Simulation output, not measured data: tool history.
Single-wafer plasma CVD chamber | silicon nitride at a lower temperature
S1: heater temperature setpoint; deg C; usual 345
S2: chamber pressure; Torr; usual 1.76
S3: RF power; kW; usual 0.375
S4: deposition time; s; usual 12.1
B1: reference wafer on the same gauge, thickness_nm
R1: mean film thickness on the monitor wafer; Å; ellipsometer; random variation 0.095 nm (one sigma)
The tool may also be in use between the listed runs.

{"run": 1, "hour": 0.0, "S1": 345, "S2": 1.76, "S3": 0.4, "S4": 10.5, "B1": 19.315, "R1": 157.46}
{"run": 2, "hour": 101.2, "S1": 345, "S2": 1.76, "S3": 0.4, "S4": 10.5, "B1": 19.35, "R1": 156.89}
{"run": 3, "hour": 149.5, "S1": 345, "S2": 1.76, "S3": 0.375, "S4": 12.1, "B1": 19.303, "R1": 175.51}
{"run": 4, "hour": 332.4, "S1": 345, "S2": 1.76, "S3": 0.375, "S4": 12.1, "B1": 19.306, "R1": 174.59}
{"run": 5, "hour": 391.1, "S1": 345, "S2": 1.76, "S3": 0.375, "S4": 12.1, "B1": 19.306, "R1": 175.96}
{"run": 6, "hour": 421.3, "S1": 345, "S2": 1.76, "S3": 0.375, "S4": 12.1, "B1": 19.319, "R1": 176.78}
{"run": 7, "hour": 491.5, "S1": 345, "S2": 1.76, "S3": 0.375, "S4": 12.1, "B1": 19.31, "R1": 174.61}
{"run": 8, "hour": 525.6, "S1": 345, "S2": 1.76, "S3": 0.375, "S4": 12.1, "B1": 19.279, "R1": 175.44}
{"hour": 549.5, "done": "thermocouple changed; heater temperature recalibrated"}
{"run": 9, "hour": 568.4, "S1": 345, "S2": 1.76, "S3": 0.375, "S4": 12.1, "B1": 19.292, "R1": 174.59}
{"hour": 596.0, "done": "capacitance manometer re-zeroed and calibrated"}
{"run": 10, "hour": 623.2, "S1": 345, "S2": 1.76, "S3": 0.375, "S4": 12.1, "B1": 19.289, "R1": 176.17}
{"run": 11, "hour": 685.3, "S1": 345, "S2": 1.76, "S3": 0.375, "S4": 12.1, "B1": 19.262, "R1": 174.99}
{"hour": 839.3, "done": "RF generator calibrated"}
{"run": 12, "hour": 867.7, "S1": 345, "S2": 1.76, "S3": 0.375, "S4": 12.1, "B1": 19.323, "R1": 176.13}
{"run": 13, "hour": 922.4, "S1": 345, "S2": 1.76, "S3": 0.375, "S4": 12.1, "B1": 19.292, "R1": 174.41}
{"hour": 949.0, "done": "gauge calibrated"}
{"run": 14, "hour": 981.1, "S1": 345, "S2": 1.76, "S3": 0.325, "S4": 11.4, "B1": 19.256, "R1": 152.73}
{"run": 15, "hour": 1046.3, "S1": 339, "S2": 1.76, "S3": 0.375, "S4": 13.6, "B1": 19.303, "R1": 199.06}
{"run": 16, "hour": 1074.2, "S1": 345, "S2": 1.76, "S3": 0.375, "S4": 12.1, "B1": 19.297, "R1": 175.54}
{"run": 17, "hour": 1139.5, "S1": 356, "S2": 1.36, "S3": 0.32, "S4": 10.4, "B1": 19.252, "R1": 127.94}
{"run": 18, "hour": 1201.6, "S1": 345, "S2": 1.76, "S3": 0.375, "S4": 12.1, "B1": 19.313, "R1": 175.76}
{"run": 19, "hour": 1248.2, "S1": 356, "S2": 1.36, "S3": 0.32, "S4": 10.4, "B1": 19.302, "R1": 128.27}

The next listed run, before its measurement:
{"hour": 1281.1, "done": "showerhead replaced"}
{"run": 20, "hour": 1281.8, "S1": 345, "S2": 2.17, "S3": 0.335, "S4": 12.1, "B1": "?", "R1": "?"}

B1: 19.297
R1: 169.89 Å
Without the tool's hidden state the same run would have given R1 169.89 Å.

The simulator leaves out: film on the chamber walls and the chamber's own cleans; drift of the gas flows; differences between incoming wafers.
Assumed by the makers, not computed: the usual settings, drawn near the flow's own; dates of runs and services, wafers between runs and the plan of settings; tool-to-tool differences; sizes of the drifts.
